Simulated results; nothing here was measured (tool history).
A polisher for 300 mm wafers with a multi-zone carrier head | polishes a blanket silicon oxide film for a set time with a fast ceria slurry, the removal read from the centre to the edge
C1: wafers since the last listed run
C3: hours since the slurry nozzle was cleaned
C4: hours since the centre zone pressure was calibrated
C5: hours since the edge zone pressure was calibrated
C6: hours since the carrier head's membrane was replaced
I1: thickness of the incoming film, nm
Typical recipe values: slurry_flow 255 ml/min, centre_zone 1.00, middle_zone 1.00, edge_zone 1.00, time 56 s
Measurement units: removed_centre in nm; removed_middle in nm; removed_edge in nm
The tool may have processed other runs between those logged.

run 1 hour=0.0 | slurry_flow=255 centre_zone=1.00 middle_zone=1.04 edge_zone=1.00 time=56 | C1=0 wafers_polished_on_this_pad=1161 C3=195.8 C4=1068.8 C5=1147.0 C6=1190.6 | I1=3844.4 | removed_centre=814.6 removed_middle=885.7 removed_edge=889.6
-- hour=21.6 worn pad replaced by a new one
run 2 hour=25.0 | slurry_flow=255 centre_zone=1.00 middle_zone=1.00 edge_zone=1.00 time=56 | C1=271 wafers_polished_on_this_pad=43 C3=220.8 C4=1093.8 C5=1172.0 C6=1215.6 | I1=3903.3 | removed_centre=811.5 removed_middle=885.0 removed_edge=881.4
run 3 hour=57.3 | slurry_flow=255 centre_zone=1.00 middle_zone=1.00 edge_zone=1.00 time=56 | C1=417 wafers_polished_on_this_pad=461 C3=253.1 C4=1126.1 C5=1204.3 C6=1247.9 | I1=3893.9 | removed_centre=804.2 removed_middle=866.9 removed_edge=886.3
run 4 hour=80.5 | slurry_flow=255 centre_zone=1.00 middle_zone=1.00 edge_zone=1.00 time=56 | C1=300 wafers_polished_on_this_pad=761 C3=276.3 C4=1149.3 C5=1227.5 C6=1271.1 | I1=3924.3 | removed_centre=794.8 removed_middle=857.8 removed_edge=876.0
run 5 hour=103.7 | slurry_flow=255 centre_zone=1.00 middle_zone=1.00 edge_zone=1.00 time=56 | C1=300 wafers_polished_on_this_pad=1061 C3=299.5 C4=1172.5 C5=1250.7 C6=1294.3 | I1=3797.1 | removed_centre=793.5 removed_middle=856.1 removed_edge=883.5
-- hour=125.6 worn pad replaced by a new one
run 6 hour=131.2 | slurry_flow=255 centre_zone=1.00 middle_zone=1.00 edge_zone=1.00 time=56 | C1=303 wafers_polished_on_this_pad=72 C3=327.0 C4=1200.0 C5=1278.2 C6=1321.8 | I1=3895.8 | removed_centre=789.9 removed_middle=872.4 removed_edge=881.3
run 7 hour=151.2 | slurry_flow=255 centre_zone=1.00 middle_zone=1.00 edge_zone=1.00 time=56 | C1=258 wafers_polished_on_this_pad=331 C3=347.0 C4=1220.0 C5=1298.2 C6=1341.8 | I1=3894.6 | removed_centre=790.5 removed_middle=858.9 removed_edge=876.1
-- hour=165.0 centre zone pressure recalibrated
-- hour=233.2 worn pad replaced by a new one
run 8 hour=239.4 | slurry_flow=255 centre_zone=1.00 middle_zone=1.00 edge_zone=1.00 time=56 | C1=1062 wafers_polished_on_this_pad=80 C3=435.2 C4=74.4 C5=1386.4 C6=1430.0 | I1=3911.2 | removed_centre=896.8 removed_middle=847.6 removed_edge=878.2
-- hour=243.9 slurry nozzle cleaned
run 9 hour=263.7 | slurry_flow=255 centre_zone=1.00 middle_zone=1.00 edge_zone=1.00 time=56 | C1=301 wafers_polished_on_this_pad=381 C3=19.8 C4=98.7 C5=1410.7 C6=1454.3 | I1=3889.0 | removed_centre=908.5 removed_middle=876.3 removed_edge=893.1
run 10 hour=281.2 | slurry_flow=255 centre_zone=0.94 middle_zone=1.00 edge_zone=1.00 time=73 | C1=226 wafers_polished_on_this_pad=608 C3=37.3 C4=116.2 C5=1428.2 C6=1471.8 | I1=3852.8 | removed_centre=1082.1 removed_middle=1146.7 removed_edge=1147.4
run 11 hour=299.8 | slurry_flow=255 centre_zone=1.00 middle_zone=1.10 edge_zone=1.05 time=42 | C1=240 wafers_polished_on_this_pad=848 C3=55.9 C4=134.8 C5=1446.8 C6=1490.4 | I1=3840.1 | removed_centre=675.0 removed_middle=701.6 removed_edge=677.5
-- hour=318.8 carrier head's membrane replaced by a new one
run 12 hour=319.5 | slurry_flow=255 centre_zone=0.94 middle_zone=1.00 edge_zone=1.00 time=73 | C1=190 wafers_polished_on_this_pad=1038 C3=75.6 C4=154.5 C5=1466.5 C6=0.7 | I1=3896.4 | removed_centre=1101.6 removed_middle=1143.4 removed_edge=1140.1
-- hour=325.4 edge zone pressure recalibrated
-- hour=333.3 worn pad replaced by a new one
run 13 hour=333.8 | slurry_flow=220 centre_zone=0.95 middle_zone=1.00 edge_zone=1.00 time=56 | C1=107 wafers_polished_on_this_pad=6 C3=89.9 C4=168.8 C5=8.4 C6=15.0 | I1=3884.2 | removed_centre=847.5 removed_middle=872.4 removed_edge=880.7
run 14 hour=351.9 | slurry_flow=255 centre_zone=1.00 middle_zone=1.00 edge_zone=1.00 time=56 | C1=234 wafers_polished_on_this_pad=240 C3=108.0 C4=186.9 C5=26.5 C6=33.1 | I1=3829.4 | removed_centre=898.4 removed_middle=858.3 removed_edge=882.6
run 15 hour=387.1 | slurry_flow=255 centre_zone=1.00 middle_zone=1.00 edge_zone=1.00 time=56 | C1=455 wafers_polished_on_this_pad=695 C3=143.2 C4=222.1 C5=61.7 C6=68.3 | I1=3889.2 | removed_centre=905.4 removed_middle=857.3 removed_edge=889.8
run 16 hour=408.8 | slurry_flow=220 centre_zone=1.08 middle_zone=1.04 edge_zone=1.00 time=56 | C1=280 wafers_polished_on_this_pad=975 C3=164.9 C4=243.8 C5=83.4 C6=90.0 | I1=3812.2 | removed_centre=958.7 removed_middle=872.9 removed_edge=882.7
-- hour=437.2 worn pad replaced by a new one
run 17 hour=437.7 | slurry_flow=255 centre_zone=1.00 middle_zone=1.00 edge_zone=1.00 time=44 | C1=321 wafers_polished_on_this_pad=7 C3=193.8 C4=272.7 C5=112.3 C6=118.9 | I1=3908.0 | removed_centre=691.3 removed_middle=689.0 removed_edge=691.8
run 18 hour=448.8 | slurry_flow=255 centre_zone=1.00 middle_zone=1.00 edge_zone=1.00 time=56 | C1=143 wafers_polished_on_this_pad=150 C3=204.9 C4=283.8 C5=123.4 C6=130.0 | I1=3913.8 | removed_centre=892.3 removed_middle=861.5 removed_edge=878.7

Difference, measured minus no-hidden-state, one row per run. Run-to-run variation is common to both terms; the gauge's own scatter need not be:
The tool's hidden condition here consists of: removal rate lost through wear of the pad, %; slurry flow missing at the pad, %; deviation of the centre zone's pressure from its setpoint, %; deviation of the edge zone's pressure from its setpoint, %.
run=1 removed_centre=-68.6
run=2 removed_centre=-72.1
run=3 removed_centre=-76.5
run=4 removed_centre=-79.3
run=5 removed_centre=-83.0
run=6 removed_centre=-87.2
run=7 removed_centre=-90.7
run=8 removed_centre=+18.5
run=9 removed_centre=+18.5
run=10 removed_centre=+21.9
run=11 removed_centre=+13.3
run=12 removed_centre=+21.5
run=13 removed_centre=+16.2
run=14 removed_centre=+16.7
run=15 removed_centre=+15.9
run=16 removed_centre=+16.0
run=17 removed_centre=+10.9
run=18 removed_centre=+13.7
removed_middle without the hidden state stays within 0.5 nm of what was measured, in all runs.
removed_edge without the hidden state stays within 0.1 nm of what was measured, in all runs.
